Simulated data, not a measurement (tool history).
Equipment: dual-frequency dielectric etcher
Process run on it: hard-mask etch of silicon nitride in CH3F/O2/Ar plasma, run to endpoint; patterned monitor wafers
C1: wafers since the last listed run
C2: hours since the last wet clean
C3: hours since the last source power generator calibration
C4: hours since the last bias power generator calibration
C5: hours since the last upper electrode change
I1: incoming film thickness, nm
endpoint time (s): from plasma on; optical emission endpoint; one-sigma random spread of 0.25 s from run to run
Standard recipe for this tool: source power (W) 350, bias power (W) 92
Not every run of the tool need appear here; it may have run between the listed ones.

run 1 day=0 | source_power_(W)=350 bias_power_(W)=92 | C1=0 C2=478.7 C3=3960.1 C4=889.9 C5=2620.9 | I1=42.23 | endpoint_time_(s)=57.2
run 2 day=1.338 | source_power_(W)=350 bias_power_(W)=92 | C1=376 C2=510.8 C3=3992.2 C4=922 C5=2653 | I1=42.09 | endpoint_time_(s)=57.4
-- day=2.492 wet clean of the chamber
run 3 day=4.083 | source_power_(W)=350 bias_power_(W)=92 | C1=492 C2=38.2 C3=4058.1 C4=987.9 C5=2718.9 | I1=42.31 | endpoint_time_(s)=54.9
run 4 day=6.338 | source_power_(W)=280 bias_power_(W)=103 | C1=635 C2=92.3 C3=4112.2 C4=1042 C5=2773 | I1=42.71 | endpoint_time_(s)=61.3
run 5 day=8.121 | source_power_(W)=280 bias_power_(W)=103 | C1=502 C2=135.1 C3=4155 C4=1084.8 C5=2815.8 | I1=42.14 | endpoint_time_(s)=61.2
run 6 day=10.7 | source_power_(W)=350 bias_power_(W)=92 | C1=726 C2=197 C3=4216.9 C4=1146.7 C5=2877.7 | I1=42.08 | endpoint_time_(s)=56
run 7 day=12.779 | source_power_(W)=350 bias_power_(W)=92 | C1=586 C2=246.9 C3=4266.8 C4=1196.6 C5=2927.6 | I1=42.32 | endpoint_time_(s)=56.1
run 8 day=14.362 | source_power_(W)=350 bias_power_(W)=92 | C1=446 C2=284.9 C3=4304.8 C4=1234.6 C5=2965.6 | I1=42.13 | endpoint_time_(s)=55.7
run 9 day=17.033 | source_power_(W)=350 bias_power_(W)=92 | C1=752 C2=349 C3=4368.9 C4=1298.7 C5=3029.7 | I1=42.46 | endpoint_time_(s)=57.2
-- day=19.817 upper electrode replaced
-- day=20.062 wet clean of the chamber
-- day=21.508 source power generator calibrated
run 10 day=25.317 | source_power_(W)=350 bias_power_(W)=92 | C1=1935 C2=126.1 C3=91.4 C4=1497.5 C5=132 | I1=41.92 | endpoint_time_(s)=55.8
run 11 day=27.383 | source_power_(W)=350 bias_power_(W)=92 | C1=582 C2=175.7 C3=141 C4=1547.1 C5=181.6 | I1=42.49 | endpoint_time_(s)=57.6
run 12 day=30.379 | source_power_(W)=350 bias_power_(W)=92 | C1=844 C2=247.6 C3=212.9 C4=1619 C5=253.5 | I1=41.99 | endpoint_time_(s)=56.6
run 13 day=32.354 | source_power_(W)=350 bias_power_(W)=92 | C1=556 C2=295 C3=260.3 C4=1666.4 C5=300.9 | I1=42.15 | endpoint_time_(s)=57.7
run 14 day=33.529 | source_power_(W)=350 bias_power_(W)=92 | C1=331 C2=323.2 C3=288.5 C4=1694.6 C5=329.1 | I1=42.18 | endpoint_time_(s)=58.1
run 15 day=35.279 | source_power_(W)=380 bias_power_(W)=110 | C1=493 C2=365.2 C3=330.5 C4=1736.6 C5=371.1 | I1=42.63 | endpoint_time_(s)=51.4
run 16 day=37.171 | source_power_(W)=280 bias_power_(W)=77 | C1=533 C2=410.6 C3=375.9 C4=1782 C5=416.5 | I1=42.26 | endpoint_time_(s)=72.9
-- day=37.617 bias power generator calibrated
run 17 day=40.062 | source_power_(W)=380 bias_power_(W)=80 | C1=768 C2=480 C3=445.3 C4=58.7 C5=485.9 | I1=42.52 | endpoint_time_(s)=60.4
-- day=41.483 wet clean of the chamber
run 18 day=41.504 | source_power_(W)=400 bias_power_(W)=79 | C1=124 C2=0.5 C3=479.9 C4=93.3 C5=520.5 | I1=42.35 | endpoint_time_(s)=55.7
run 19 day=42.608 | source_power_(W)=350 bias_power_(W)=92 | C1=311 C2=27 C3=506.4 C4=119.8 C5=547 | I1=41.98 | endpoint_time_(s)=55.5
run 20 day=46.971 | source_power_(W)=280 bias_power_(W)=80 | C1=1229 C2=131.7 C3=611.1 C4=224.5 C5=651.7 | I1=42.14 | endpoint_time_(s)=69.5
run 21 day=49.896 | source_power_(W)=400 bias_power_(W)=92 | C1=824 C2=201.9 C3=681.3 C4=294.7 C5=721.9 | I1=41.94 | endpoint_time_(s)=52.2
run 22 day=52.846 | source_power_(W)=310 bias_power_(W)=109 | C1=831 C2=272.7 C3=752.1 C4=365.5 C5=792.7 | I1=42.64 | endpoint_time_(s)=57.7
run 23 day=55.35 | source_power_(W)=270 bias_power_(W)=110 | C1=705 C2=332.8 C3=812.2 C4=425.6 C5=852.8 | I1=42.32 | endpoint_time_(s)=62.3
run 24 day=57.938 | source_power_(W)=320 bias_power_(W)=92 | C1=729 C2=394.9 C3=874.3 C4=487.7 C5=914.9 | I1=42.11 | endpoint_time_(s)=60.8
-- day=62.412 wet clean of the chamber
run 25 day=62.433 | source_power_(W)=350 bias_power_(W)=92 | C1=985 C2=0.5 C3=982.2 C4=595.6 C5=1022.8 | I1=42.8 | endpoint_time_(s)=55.9
run 26 day=63.317 | source_power_(W)=350 bias_power_(W)=69 | C1=248 C2=21.7 C3=1003.4 C4=616.8 C5=1044 | I1=42.2 | endpoint_time_(s)=63
run 27 day=64.929 | source_power_(W)=400 bias_power_(W)=73 | C1=454 C2=60.4 C3=1042.1 C4=655.5 C5=1082.7 | I1=42.02 | endpoint_time_(s)=57.1
run 28 day=67.596 | source_power_(W)=410 bias_power_(W)=107 | C1=751 C2=124.4 C3=1106.1 C4=719.5 C5=1146.7 | I1=41.92 | endpoint_time_(s)=47.3
run 29 day=69.796 | source_power_(W)=350 bias_power_(W)=92 | C1=620 C2=177.2 C3=1158.9 C4=772.3 C5=1199.5 | I1=41.93 | endpoint_time_(s)=55.9
run 30 day=71.8 | source_power_(W)=320 bias_power_(W)=103 | C1=564 C2=225.3 C3=1207 C4=820.4 C5=1247.6 | I1=42.38 | endpoint_time_(s)=57.2
run 31 day=74.633 | source_power_(W)=390 bias_power_(W)=92 | C1=798 C2=293.3 C3=1275 C4=888.4 C5=1315.6 | I1=42.69 | endpoint_time_(s)=54.3
run 32 day=77.279 | source_power_(W)=350 bias_power_(W)=92 | C1=745 C2=356.8 C3=1338.5 C4=951.9 C5=1379.1 | I1=41.78 | endpoint_time_(s)=56.5
run 33 day=79.746 | source_power_(W)=380 bias_power_(W)=102 | C1=695 C2=416 C3=1397.7 C4=1011.1 C5=1438.3 | I1=41.84 | endpoint_time_(s)=52.1
run 34 day=82.346 | source_power_(W)=330 bias_power_(W)=70 | C1=732 C2=478.4 C3=1460.1 C4=1073.5 C5=1500.7 | I1=42.09 | endpoint_time_(s)=68.2
-- day=84.208 wet clean of the chamber
run 35 day=84.229 | source_power_(W)=290 bias_power_(W)=76 | C1=248 C2=0.5 C3=1505.3 C4=1118.7 C5=1545.9 | I1=41.61 | endpoint_time_(s)=67.1

Below are 4 alternative next runs, each starting from the tool's condition after run 35. Predict each:
run A day=84.246 | source_power_(W)=350 bias_power_(W)=92 | C1=4 C2=0.9 C3=1505.7 C4=1119.1 C5=1546.3 | I1=42.45 | endpoint_time_(s)=?
run B day=84.246 | source_power_(W)=420 bias_power_(W)=106 | C1=4 C2=0.9 C3=1505.7 C4=1119.1 C5=1546.3 | I1=42.45 | endpoint_time_(s)=?
run C day=84.246 | source_power_(W)=290 bias_power_(W)=81 | C1=4 C2=0.9 C3=1505.7 C4=1119.1 C5=1546.3 | I1=42.45 | endpoint_time_(s)=?
run D day=84.246 | source_power_(W)=310 bias_power_(W)=82 | C1=4 C2=0.9 C3=1505.7 C4=1119.1 C5=1546.3 | I1=42.45 | endpoint_time_(s)=?

run=A endpoint_time_(s)=55.4
run=B endpoint_time_(s)=46.8
run=C endpoint_time_(s)=66.2
run=D endpoint_time_(s)=63
Without the tool's unlogged condition, the same runs would have read:
run=A endpoint_time_(s)=56.3
run=B endpoint_time_(s)=47.6
run=C endpoint_time_(s)=67.4
run=D endpoint_time_(s)=64.1

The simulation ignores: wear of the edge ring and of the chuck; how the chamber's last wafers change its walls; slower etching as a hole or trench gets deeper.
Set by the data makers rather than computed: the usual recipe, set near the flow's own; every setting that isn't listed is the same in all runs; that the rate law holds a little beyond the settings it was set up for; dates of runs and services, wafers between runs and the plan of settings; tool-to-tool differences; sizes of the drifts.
